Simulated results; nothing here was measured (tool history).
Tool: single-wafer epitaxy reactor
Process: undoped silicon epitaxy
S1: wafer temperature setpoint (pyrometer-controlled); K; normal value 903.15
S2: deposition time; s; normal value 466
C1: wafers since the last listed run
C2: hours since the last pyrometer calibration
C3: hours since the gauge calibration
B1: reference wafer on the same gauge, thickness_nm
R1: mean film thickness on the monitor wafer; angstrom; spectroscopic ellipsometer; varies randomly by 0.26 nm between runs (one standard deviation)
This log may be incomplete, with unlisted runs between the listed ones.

| run | hour | S1 | S2 | C1 | C2 | C3 | B1 | R1 |
|---|---|---|---|---|---|---|---|---|
| 1 | 0.0 | 903.15 | 466 | 0 | 1204.6 | 670.1 | 51.955 | 518.90 |
| 2 | 44.2 | 903.15 | 466 | 244 | 1248.8 | 714.3 | 51.998 | 521.48 |
| 3 | 89.0 | 903.15 | 466 | 247 | 1293.6 | 759.1 | 52.011 | 516.04 |
| 4 | 137.8 | 903.15 | 466 | 269 | 1342.4 | 807.9 | 51.968 | 518.37 |
| 5 | 197.4 | 903.15 | 466 | 329 | 1402.0 | 867.5 | 51.987 | 520.31 |
| 6 | 248.2 | 910.15 | 466 | 280 | 1452.8 | 918.3 | 51.972 | 620.78 |
| 7 | 293.6 | 903.15 | 466 | 251 | 1498.2 | 963.7 | 51.955 | 523.27 |
| 8 | 336.8 | 903.15 | 466 | 238 | 1541.4 | 1006.9 | 52.001 | 520.91 |
| 9 | 372.1 | 903.15 | 466 | 195 | 1576.7 | 1042.2 | 51.961 | 520.93 |
| 10 | 440.6 | 903.15 | 521 | 378 | 1645.2 | 1110.7 | 51.996 | 582.53 |
| 11 | 510.4 | 903.15 | 521 | 385 | 1715.0 | 1180.5 | 52.012 | 581.88 |
| 12 | 572.4 | 903.15 | 521 | 342 | 1777.0 | 1242.5 | 52.035 | 586.26 |
| 13 | 623.7 | 893.15 | 466 | 283 | 1828.3 | 1293.8 | 52.026 | 401.22 |
| 14 | 674.4 | 893.15 | 466 | 280 | 1879.0 | 1344.5 | 52.057 | 405.06 |
| 15 | 722.7 | 903.15 | 466 | 267 | 1927.3 | 1392.8 | 52.000 | 519.74 |
| 16 | 774.1 | 903.15 | 466 | 284 | 1978.7 | 1444.2 | 51.977 | 520.14 |
| 17 | 811.1 | 903.15 | 466 | 204 | 2015.7 | 1481.2 | 51.977 | 524.24 |
| 18 | 882.6 | 903.15 | 466 | 395 | 2087.2 | 1552.7 | 52.028 | 517.81 |
|  | 910.6 | pyrometer calibrated |
| 19 | 919.7 | 903.15 | 466 | 160 | 9.1 | 1589.8 | 52.055 | 484.87 |
| 20 | 954.7 | 903.15 | 466 | 193 | 44.1 | 1624.8 | 51.975 | 483.51 |
|  | 954.8 | gauge calibrated |
| 21 | 1012.3 | 889.15 | 410 | 318 | 101.7 | 57.5 | 51.999 | 298.99 |
| 22 | 1052.6 | 897.15 | 549 | 222 | 142.0 | 97.8 | 51.997 | 494.91 |
| 23 | 1092.8 | 903.15 | 466 | 222 | 182.2 | 138.0 | 51.955 | 493.17 |
| 24 | 1148.5 | 894.15 | 556 | 307 | 237.9 | 193.7 | 51.976 | 461.85 |
| 25 | 1181.6 | 903.15 | 521 | 183 | 271.0 | 226.8 | 52.030 | 558.63 |

Expected results for the next run?
| 26 | 1243.5 | 903.15 | 466 | 342 | 332.9 | 288.7 | ? | ? |

B1: 52.014
R1: 499.71 angstrom
Were there no unlogged condition in the tool, this run, its random variation unchanged, would have produced R1 485.99 angstrom.
